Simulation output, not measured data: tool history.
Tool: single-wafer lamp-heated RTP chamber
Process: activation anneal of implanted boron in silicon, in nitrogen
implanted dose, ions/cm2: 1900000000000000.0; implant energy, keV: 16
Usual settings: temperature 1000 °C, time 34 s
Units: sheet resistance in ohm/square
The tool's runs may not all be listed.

| run | hour | temperature | time | read-back reference wafer on the same gauge, sheet resistance | sheet resistance |
|---|---|---|---|---|---|
| 1 | 0 | 1000 | 34 | 66.01 | 76.62 |
| 2 | 43.9 | 1000 | 34 | 65.89 | 77.09 |
| 3 | 89.7 | 1000 | 34 | 65.81 | 76.3 |
| 4 | 166.4 | 1000 | 44 | 65.91 | 76.12 |
| 5 | 222.3 | 1000 | 44 | 65.71 | 75.68 |
| 6 | 268.2 | 1000 | 44 | 65.81 | 76.35 |
| 7 | 312.7 | 1018 | 34 | 65.7 | 71.79 |
| 8 | 373.5 | 1000 | 34 | 65.82 | 76.07 |
|  | 395.6 | pyrometer window cleaned and pyrometer calibrated |
|  | 406.4 | reflector plate cleaned |
| 9 | 444.3 | 1000 | 34 | 65.8 | 78.16 |
| 10 | 546.6 | 1000 | 34 | 65.73 | 77.53 |
| 11 | 603.1 | 1000 | 34 | 65.85 | 77.48 |
| 12 | 690.3 | 1000 | 34 | 65.84 | 76.76 |
| 13 | 766.7 | 978 | 34 | 65.69 | 84.5 |
| 14 | 847.5 | 1000 | 34 | 65.76 | 76.57 |
| 15 | 903 | 1000 | 34 | 65.8 | 75.89 |
| 16 | 962.8 | 1000 | 34 | 65.95 | 76.74 |
| 17 | 999.3 | 1000 | 43 | 65.86 | 75.33 |
|  | 1027.2 | pyrometer window cleaned and pyrometer calibrated |
| 18 | 1070.1 | 1000 | 34 | 65.81 | 76.82 |
|  | 1099.1 | reflector plate cleaned |
| 19 | 1134 | 1000 | 15 | 65.77 | 81.81 |
| 20 | 1230.8 | 1018 | 34 | 65.85 | 73.25 |
| 21 | 1280.4 | 1000 | 22 | 65.73 | 78.86 |
| 22 | 1348.6 | 1021 | 34 | 65.88 | 72.04 |
| 23 | 1449.6 | 980 | 24 | 65.9 | 87.09 |
| 24 | 1518.8 | 979 | 34 | 65.83 | 84.88 |
|  | 1599.8 | gauge calibrated |
|  | 1709.7 | pyrometer window cleaned and pyrometer calibrated |
| 25 | 1763.7 | 977 | 14 | 65.69 | 89.58 |
| 26 | 1816.7 | 992 | 17 | 65.8 | 81.46 |
|  | 1827.5 | reflector plate cleaned |
| 27 | 1854.2 | 1000 | 23 | 65.77 | 80.52 |
| 28 | 1921.8 | 1000 | 34 | 65.78 | 77.19 |
| 29 | 1978.9 | 1017 | 21 | 65.72 | 74.47 |
| 30 | 2057.4 | 1000 | 34 | 65.93 | 76.4 |
| 31 | 2157.8 | 1000 | 34 | 65.86 | 76.68 |
|  | 2314.2 | pyrometer window cleaned and pyrometer calibrated |
| 32 | 2422.6 | 980 | 24 | 65.7 | 85.19 |

Measured less the same run without the tool's hidden state. The same run-to-run variation is in both; the gauge's scatter may not be:
The hidden state here: true wafer temperature minus pyrometer reading, K; wafer temperature error from the tarnished reflector plate, K; gauge reads high (%).
| run | sheet resistance |
|---|---|
| 1 | -1.8 |
| 2 | -1.93 |
| 3 | -2.03 |
| 4 | -2.14 |
| 5 | -2.2 |
| 6 | -2.27 |
| 7 | -1.67 |
| 8 | -2.34 |
| 9 | -0.8 |
| 10 | -1.55 |
| 11 | -1.82 |
| 12 | -2.11 |
| 13 | -3.46 |
| 14 | -2.42 |
| 15 | -2.47 |
| 16 | -2.55 |
| 17 | -2.51 |
| 18 | -2.61 |
| 19 | -0.43 |
| 20 | -0.83 |
| 21 | -1.43 |
| 22 | -1.15 |
| 23 | -2.99 |
| 24 | -3.08 |
| 25 | -4.25 |
| 26 | -2.81 |
| 27 | -0.57 |
| 28 | -1.11 |
| 29 | -1.12 |
| 30 | -1.79 |
| 31 | -2.1 |
| 32 | -3.69 |
